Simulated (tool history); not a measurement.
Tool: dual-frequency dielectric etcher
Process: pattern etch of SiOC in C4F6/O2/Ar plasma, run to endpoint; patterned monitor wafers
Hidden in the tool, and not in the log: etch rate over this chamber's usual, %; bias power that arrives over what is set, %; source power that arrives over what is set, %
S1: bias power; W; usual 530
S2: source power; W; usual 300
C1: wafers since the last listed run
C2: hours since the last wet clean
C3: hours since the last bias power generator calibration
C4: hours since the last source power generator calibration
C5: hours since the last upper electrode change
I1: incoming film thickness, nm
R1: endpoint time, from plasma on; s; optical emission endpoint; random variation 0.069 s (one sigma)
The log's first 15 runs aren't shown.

run	hour	S1	S2	C1	C2	C3	C4	C5	I1	R1
16	217.3	530	300	301	321.1	2283.7	2154.3	6239.8	38.43	15.7
17	227.2	530	300	142	331	2293.6	2164.2	6249.7	38.73	15.6
18	238.2	530	300	158	342	2304.6	2175.2	6260.7	38.51	15.6
19	254.9	637	260	240	358.7	2321.3	2191.9	6277.4	38.89	15.1
20	263.1	483	260	118	366.9	2329.5	2200.1	6285.6	38.58	16.8
21	271.6	650	360	122	375.4	2338	2208.6	6294.1	38.6	13.8
22	288.8	488	370	247	392.6	2355.2	2225.8	6311.3	38.5	15.3
23	295.2	530	300	92	399	2361.6	2232.2	6317.7	38.24	15.6
# hour 305.2: bias power generator calibrated
# hour 320.9: source power generator calibrated
# hour 322: upper electrode replaced
# hour 335.8: wet clean of the chamber
24	336.3	599	300	262	0.5	31.1	15.4	14.3	38.98	14.2
25	336.6	641	300	4	0.8	31.4	15.7	14.6	38.96	14
26	336.9	457	360	4	1.1	31.7	16	14.9	38.67	14.9
27	337.5	604	300	8	1.7	32.3	16.6	15.5	38.22	14.1
28	352.4	650	330	214	16.6	47.2	31.5	30.4	38.63	13.4
29	361	480	340	123	25.2	55.8	40.1	39	38.5	15
30	372.8	420	230	170	37	67.6	51.9	50.8	38.54	17.4
31	381	420	300	118	45.2	75.8	60.1	59	38.79	16.3
32	395.5	407	370	208	59.7	90.3	74.6	73.5	39.12	15.7
33	411	530	300	223	75.2	105.8	90.1	89	38.84	15.1
34	420.7	592	240	139	84.9	115.5	99.8	98.7	38.8	15.4

4 ways to go on from here, each from the tool as it stands after run 34. What would each give?
A	421.1	631	300	5	85.3	115.9	100.2	99.1	38.82	?
B	421.1	401	230	5	85.3	115.9	100.2	99.1	38.82	?
C	421.1	651	330	5	85.3	115.9	100.2	99.1	38.82	?
D	421.1	451	380	5	85.3	115.9	100.2	99.1	38.82	?

run	R1
A	14
B	17.9
C	13.4
D	14.8
Without the tool's hidden state the same runs would have given:
run	R1
A	13.8
B	17.7
C	13.3
D	14.7

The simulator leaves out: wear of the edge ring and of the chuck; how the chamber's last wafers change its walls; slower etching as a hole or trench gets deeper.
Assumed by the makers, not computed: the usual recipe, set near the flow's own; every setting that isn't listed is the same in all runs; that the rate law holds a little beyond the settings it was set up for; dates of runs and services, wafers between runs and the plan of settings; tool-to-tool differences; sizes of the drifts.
